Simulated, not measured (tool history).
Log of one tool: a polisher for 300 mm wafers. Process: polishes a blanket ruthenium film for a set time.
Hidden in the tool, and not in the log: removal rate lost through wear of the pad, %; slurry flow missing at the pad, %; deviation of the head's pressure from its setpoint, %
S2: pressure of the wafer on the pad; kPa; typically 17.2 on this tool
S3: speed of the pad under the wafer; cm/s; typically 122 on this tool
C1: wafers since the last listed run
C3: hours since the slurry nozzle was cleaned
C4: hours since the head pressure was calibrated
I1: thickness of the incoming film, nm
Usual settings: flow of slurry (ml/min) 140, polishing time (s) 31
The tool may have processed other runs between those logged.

run 1 day=0 | flow_of_slurry_(ml/min)=140 S2=17.2 S3=122 polishing_time_(s)=31 | C1=0 wafers_polished_on_this_pad=790 C3=369.1 C4=23.1 | I1=543.9 | film_removed_(angstrom)=461
run 2 day=0.517 | flow_of_slurry_(ml/min)=140 S2=17.2 S3=122 polishing_time_(s)=31 | C1=130 wafers_polished_on_this_pad=921 C3=381.5 C4=35.5 | I1=550.2 | film_removed_(angstrom)=455
-- day=0.896 slurry nozzle cleaned
run 3 day=1.608 | flow_of_slurry_(ml/min)=140 S2=20 S3=122 polishing_time_(s)=31 | C1=265 wafers_polished_on_this_pad=1187 C3=17.1 C4=61.7 | I1=544.4 | film_removed_(angstrom)=575
run 4 day=2.296 | flow_of_slurry_(ml/min)=115 S2=17.2 S3=122 polishing_time_(s)=31 | C1=174 wafers_polished_on_this_pad=1361 C3=33.6 C4=78.2 | I1=537.8 | film_removed_(angstrom)=471
-- day=3.117 worn pad replaced by a new one
run 5 day=3.446 | flow_of_slurry_(ml/min)=115 S2=17.2 S3=122 polishing_time_(s)=31 | C1=249 wafers_polished_on_this_pad=82 C3=61.2 C4=105.8 | I1=546 | film_removed_(angstrom)=479
run 6 day=4.004 | flow_of_slurry_(ml/min)=115 S2=17.2 S3=122 polishing_time_(s)=31 | C1=141 wafers_polished_on_this_pad=224 C3=74.6 C4=119.2 | I1=541.5 | film_removed_(angstrom)=475
run 7 day=5.292 | flow_of_slurry_(ml/min)=140 S2=17.2 S3=90 polishing_time_(s)=31 | C1=326 wafers_polished_on_this_pad=550 C3=105.5 C4=150.1 | I1=541.5 | film_removed_(angstrom)=365
run 8 day=6.512 | flow_of_slurry_(ml/min)=140 S2=17.2 S3=90 polishing_time_(s)=31 | C1=309 wafers_polished_on_this_pad=859 C3=134.8 C4=179.4 | I1=534.1 | film_removed_(angstrom)=357
run 9 day=7.075 | flow_of_slurry_(ml/min)=140 S2=17.2 S3=90 polishing_time_(s)=31 | C1=142 wafers_polished_on_this_pad=1002 C3=148.3 C4=192.9 | I1=537.6 | film_removed_(angstrom)=354
run 10 day=8.2 | flow_of_slurry_(ml/min)=140 S2=17.2 S3=122 polishing_time_(s)=31 | C1=284 wafers_polished_on_this_pad=1287 C3=175.3 C4=219.9 | I1=543.6 | film_removed_(angstrom)=482
run 11 day=9.138 | flow_of_slurry_(ml/min)=140 S2=17.2 S3=122 polishing_time_(s)=31 | C1=237 wafers_polished_on_this_pad=1524 C3=197.8 C4=242.4 | I1=543.7 | film_removed_(angstrom)=487
-- day=10.158 worn pad replaced by a new one
run 12 day=10.525 | flow_of_slurry_(ml/min)=140 S2=17.2 S3=140 polishing_time_(s)=31 | C1=309 wafers_polished_on_this_pad=93 C3=231.1 C4=275.7 | I1=540 | film_removed_(angstrom)=550
run 13 day=11.167 | flow_of_slurry_(ml/min)=140 S2=17.2 S3=140 polishing_time_(s)=31 | C1=162 wafers_polished_on_this_pad=255 C3=246.5 C4=291.1 | I1=535.8 | film_removed_(angstrom)=555
run 14 day=12.521 | flow_of_slurry_(ml/min)=140 S2=17.2 S3=122 polishing_time_(s)=31 | C1=343 wafers_polished_on_this_pad=598 C3=279 C4=323.6 | I1=548.2 | film_removed_(angstrom)=474
run 15 day=13.838 | flow_of_slurry_(ml/min)=140 S2=17.2 S3=122 polishing_time_(s)=31 | C1=333 wafers_polished_on_this_pad=932 C3=310.6 C4=355.2 | I1=549.2 | film_removed_(angstrom)=465
run 16 day=14.738 | flow_of_slurry_(ml/min)=140 S2=17.2 S3=122 polishing_time_(s)=31 | C1=227 wafers_polished_on_this_pad=1160 C3=332.2 C4=376.8 | I1=537.2 | film_removed_(angstrom)=470
run 17 day=15.446 | flow_of_slurry_(ml/min)=155 S2=22.1 S3=122 polishing_time_(s)=25 | C1=179 wafers_polished_on_this_pad=1339 C3=349.2 C4=393.8 | I1=535.1 | film_removed_(angstrom)=496
-- day=16.45 worn pad replaced by a new one
run 18 day=16.667 | flow_of_slurry_(ml/min)=140 S2=17.2 S3=122 polishing_time_(s)=39 | C1=267 wafers_polished_on_this_pad=54 C3=378.5 C4=423.1 | I1=543.4 | film_removed_(angstrom)=571
-- day=17.071 slurry nozzle cleaned
run 19 day=17.521 | flow_of_slurry_(ml/min)=175 S2=14.5 S3=102 polishing_time_(s)=31 | C1=205 wafers_polished_on_this_pad=260 C3=10.8 C4=443.6 | I1=535.7 | film_removed_(angstrom)=364
run 20 day=18.992 | flow_of_slurry_(ml/min)=140 S2=17.2 S3=122 polishing_time_(s)=31 | C1=372 wafers_polished_on_this_pad=633 C3=46.1 C4=478.9 | I1=545.2 | film_removed_(angstrom)=499
run 21 day=19.971 | flow_of_slurry_(ml/min)=165 S2=22.1 S3=92 polishing_time_(s)=21 | C1=248 wafers_polished_on_this_pad=881 C3=69.6 C4=502.4 | I1=545.4 | film_removed_(angstrom)=329
run 22 day=21.412 | flow_of_slurry_(ml/min)=140 S2=17.2 S3=122 polishing_time_(s)=35 | C1=365 wafers_polished_on_this_pad=1246 C3=104.2 C4=537 | I1=539.8 | film_removed_(angstrom)=542
-- day=22.05 worn pad replaced by a new one
-- day=22.829 head pressure recalibrated
run 23 day=22.85 | flow_of_slurry_(ml/min)=155 S2=17.2 S3=122 polishing_time_(s)=31 | C1=300 wafers_polished_on_this_pad=181 C3=138.7 C4=0.5 | I1=537.9 | film_removed_(angstrom)=493
run 24 day=24.012 | flow_of_slurry_(ml/min)=90 S2=11.7 S3=154 polishing_time_(s)=35 | C1=294 wafers_polished_on_this_pad=475 C3=166.6 C4=28.4 | I1=535.9 | film_removed_(angstrom)=426
run 25 day=24.571 | flow_of_slurry_(ml/min)=175 S2=17.2 S3=86 polishing_time_(s)=23 | C1=141 wafers_polished_on_this_pad=617 C3=180 C4=41.8 | I1=535.9 | film_removed_(angstrom)=258
run 26 day=25.958 | flow_of_slurry_(ml/min)=140 S2=17.2 S3=122 polishing_time_(s)=31 | C1=351 wafers_polished_on_this_pad=968 C3=213.3 C4=75.1 | I1=542 | film_removed_(angstrom)=481
run 27 day=26.567 | flow_of_slurry_(ml/min)=165 S2=17.2 S3=122 polishing_time_(s)=31 | C1=154 wafers_polished_on_this_pad=1122 C3=227.9 C4=89.7 | I1=539.9 | film_removed_(angstrom)=483
run 28 day=27.408 | flow_of_slurry_(ml/min)=155 S2=15.2 S3=122 polishing_time_(s)=31 | C1=213 wafers_polished_on_this_pad=1335 C3=248.1 C4=109.9 | I1=530.9 | film_removed_(angstrom)=426
-- day=28.904 worn pad replaced by a new one
run 29 day=28.925 | flow_of_slurry_(ml/min)=185 S2=20.7 S3=90 polishing_time_(s)=38 | C1=341 wafers_polished_on_this_pad=5 C3=284.5 C4=146.3 | I1=546.4 | film_removed_(angstrom)=533
run 30 day=29.788 | flow_of_slurry_(ml/min)=140 S2=17.2 S3=122 polishing_time_(s)=31 | C1=218 wafers_polished_on_this_pad=223 C3=305.2 C4=167 | I1=528.9 | film_removed_(angstrom)=474
run 31 day=31.229 | flow_of_slurry_(ml/min)=140 S2=17.2 S3=122 polishing_time_(s)=31 | C1=365 wafers_polished_on_this_pad=589 C3=339.8 C4=201.6 | I1=531.3 | film_removed_(angstrom)=474
run 32 day=31.95 | flow_of_slurry_(ml/min)=140 S2=17.2 S3=140 polishing_time_(s)=31 | C1=182 wafers_polished_on_this_pad=771 C3=357.1 C4=218.9 | I1=531.8 | film_removed_(angstrom)=532

What differs in the tool's unlogged condition from the final listed run ahead of each entry between runs to the first listed run following it?
Logged between run 2 and run 3: slurry nozzle cleaned (day 0.896)
  slurry flow missing at the pad, %: 34.5 -> 0.427
  the result without the hidden state subtracted from the measured one, film removed (angstrom): -35 -> -1
Logged between run 4 and run 5: worn pad replaced by a new one (day 3.117)
  slurry flow missing at the pad, %: 0.596 -> 1.13
  the result without the hidden state subtracted from the measured one, film removed (angstrom): -1 -> -1
Logged between run 11 and run 12: worn pad replaced by a new one (day 10.158)
  slurry flow missing at the pad, %: 8.31 -> 11.2
  the result without the hidden state subtracted from the measured one, film removed (angstrom): -7 -> -10
Logged between run 17 and run 18: worn pad replaced by a new one (day 16.45)
  slurry flow missing at the pad, %: 25.1 -> 29.4
  the result without the hidden state subtracted from the measured one, film removed (angstrom): -23 -> -36
Logged between run 18 and run 19: slurry nozzle cleaned (day 17.071)
  slurry flow missing at the pad, %: 29.4 -> 0.62
  the result without the hidden state subtracted from the measured one, film removed (angstrom): -36 -> +0
Logged between run 22 and run 23: worn pad replaced by a new one (day 22.05); head pressure recalibrated (day 22.829)
  slurry flow missing at the pad, %: 2.8 -> 4.5
  the result without the hidden state subtracted from the measured one, film removed (angstrom): -3 -> -4
Logged between run 28 and run 29: worn pad replaced by a new one (day 28.904)
  slurry flow missing at the pad, %: 13.1 -> 17
  the result without the hidden state subtracted from the measured one, film removed (angstrom): -10 -> -14
